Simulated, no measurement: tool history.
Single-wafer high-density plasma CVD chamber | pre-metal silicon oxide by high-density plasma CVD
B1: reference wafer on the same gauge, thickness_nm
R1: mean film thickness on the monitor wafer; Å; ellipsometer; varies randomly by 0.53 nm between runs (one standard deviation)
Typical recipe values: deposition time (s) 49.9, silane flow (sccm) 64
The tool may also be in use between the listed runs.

{"run": 1, "day": 0.0, "deposition time (s)": 49.9, "silane flow (sccm)": 64, "B1": 380.008, "R1": 3106.32}
{"run": 2, "day": 1.871, "deposition time (s)": 49.9, "silane flow (sccm)": 64, "B1": 380.001, "R1": 3116.96}
{"run": 3, "day": 4.433, "deposition time (s)": 49.9, "silane flow (sccm)": 64, "B1": 380.095, "R1": 3112.16}
{"run": 4, "day": 8.842, "deposition time (s)": 49.9, "silane flow (sccm)": 64, "B1": 379.949, "R1": 3114.87}
{"run": 5, "day": 10.875, "deposition time (s)": 49.9, "silane flow (sccm)": 64, "B1": 379.892, "R1": 3126.79}
{"run": 6, "day": 13.362, "deposition time (s)": 49.9, "silane flow (sccm)": 64, "B1": 379.88, "R1": 3120.82}
{"run": 7, "day": 15.538, "deposition time (s)": 49.9, "silane flow (sccm)": 64, "B1": 380.03, "R1": 3106.62}
{"run": 8, "day": 19.717, "deposition time (s)": 59.1, "silane flow (sccm)": 52, "B1": 379.921, "R1": 3247.02}
{"day": 20.833, "done": "silane flow controller replaced"}
{"run": 9, "day": 21.404, "deposition time (s)": 57.3, "silane flow (sccm)": 70, "B1": 380.015, "R1": 3946.7}
{"run": 10, "day": 24.375, "deposition time (s)": 55.9, "silane flow (sccm)": 64, "B1": 380.118, "R1": 3647.12}
{"day": 26.85, "done": "gauge calibrated"}
{"run": 11, "day": 27.312, "deposition time (s)": 56.7, "silane flow (sccm)": 57, "B1": 379.918, "R1": 3417.4}
{"run": 12, "day": 29.254, "deposition time (s)": 58.5, "silane flow (sccm)": 64, "B1": 379.863, "R1": 3785.99}
{"run": 13, "day": 30.796, "deposition time (s)": 49.9, "silane flow (sccm)": 64, "B1": 380.024, "R1": 3233.56}
{"run": 14, "day": 34.708, "deposition time (s)": 56.7, "silane flow (sccm)": 52, "B1": 380.024, "R1": 3227.44}
{"run": 15, "day": 38.088, "deposition time (s)": 49.9, "silane flow (sccm)": 64, "B1": 379.878, "R1": 3212.54}

Below are 4 alternative next runs, each starting from the tool's condition after run 15. Predict each:
{"run": "A", "day": 38.104, "deposition time (s)": 40.8, "silane flow (sccm)": 64, "B1": "?", "R1": "?"}
{"run": "B", "day": 38.104, "deposition time (s)": 57.5, "silane flow (sccm)": 73, "B1": "?", "R1": "?"}
{"run": "C", "day": 38.104, "deposition time (s)": 52.5, "silane flow (sccm)": 68, "B1": "?", "R1": "?"}
{"run": "D", "day": 38.104, "deposition time (s)": 41, "silane flow (sccm)": 60, "B1": "?", "R1": "?"}

run=A B1=380.098 R1=2634.31
run=B B1=380.098 R1=4044.4
run=C B1=380.098 R1=3524.39
run=D B1=380.098 R1=2542.07
What these runs would have given with no unlogged condition in the tool:
run=A R1=2656.1
run=B R1=4077.85
run=C R1=3553.55
run=D R1=2563.09
